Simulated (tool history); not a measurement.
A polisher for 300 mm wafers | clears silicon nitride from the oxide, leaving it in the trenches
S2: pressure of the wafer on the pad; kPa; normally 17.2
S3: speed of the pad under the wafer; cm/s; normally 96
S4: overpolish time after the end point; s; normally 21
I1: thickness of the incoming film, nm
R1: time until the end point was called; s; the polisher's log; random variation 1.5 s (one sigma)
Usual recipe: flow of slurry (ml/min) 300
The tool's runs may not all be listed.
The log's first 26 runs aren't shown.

At hour 653.2: head pressure recalibrated.
Run 27, hour 659.9: usual settings; I1 60.9. Result: R1 91.7 s.
Run 28, hour 685.8: usual settings but flow of slurry (ml/min) 365, S2 23.4 kPa, S3 112 cm/s, S4 17 s; I1 59.3. Result: R1 58.9 s.
At hour 702.3: worn pad replaced by a new one.
Run 29, hour 718.7: usual settings; I1 61.4. Result: R1 87.8 s.
Run 30, hour 744.9: usual settings but S4 14 s; I1 59.7. Result: R1 91.4 s.
Run 31, hour 770.4: usual settings; I1 60.2. Result: R1 91.9 s.
Run 32, hour 798.3: usual settings but flow of slurry (ml/min) 330, S2 11.0 kPa; I1 59.9. Result: R1 140.2 s.
Run 33, hour 821.4: usual settings; I1 60.1. Result: R1 94.5 s.
Run 34, hour 850.3: usual settings; I1 59.7. Result: R1 95.3 s.
Run 35, hour 869.6: usual settings; I1 59.7. Result: R1 93.9 s.
At hour 901.9: worn pad replaced by a new one.
Run 36, hour 902.4: usual settings but S2 13.8 kPa, S4 29 s; I1 59.8. Result: R1 108.5 s.

5 ways to go on from here, each from the tool as it stands after run 36. What would each give?
Run A, hour 902.8: usual settings; I1 60.4. Result: R1 ?.
Run B, hour 902.8: usual settings but S2 15.2 kPa, S3 106 cm/s; I1 60.4. Result: R1 ?.
Run C, hour 902.8: usual settings but flow of slurry (ml/min) 235, S2 15.2 kPa, S3 84 cm/s, S4 28 s; I1 60.4. Result: R1 ?.
Run D, hour 902.8: usual settings but flow of slurry (ml/min) 380, S2 22.8 kPa; I1 60.4. Result: R1 ?.
Run E, hour 902.8: usual settings but flow of slurry (ml/min) 205, S4 15 s; I1 60.4. Result: R1 ?.

run     R1
  A   87.4
  B   88.9
  C  115.0
  D   66.3
  E   91.3
Without the tool's hidden state the same runs would have given:
run     R1
  A   81.7
  B   83.1
  C  107.6
  D   62.0
  E   85.4

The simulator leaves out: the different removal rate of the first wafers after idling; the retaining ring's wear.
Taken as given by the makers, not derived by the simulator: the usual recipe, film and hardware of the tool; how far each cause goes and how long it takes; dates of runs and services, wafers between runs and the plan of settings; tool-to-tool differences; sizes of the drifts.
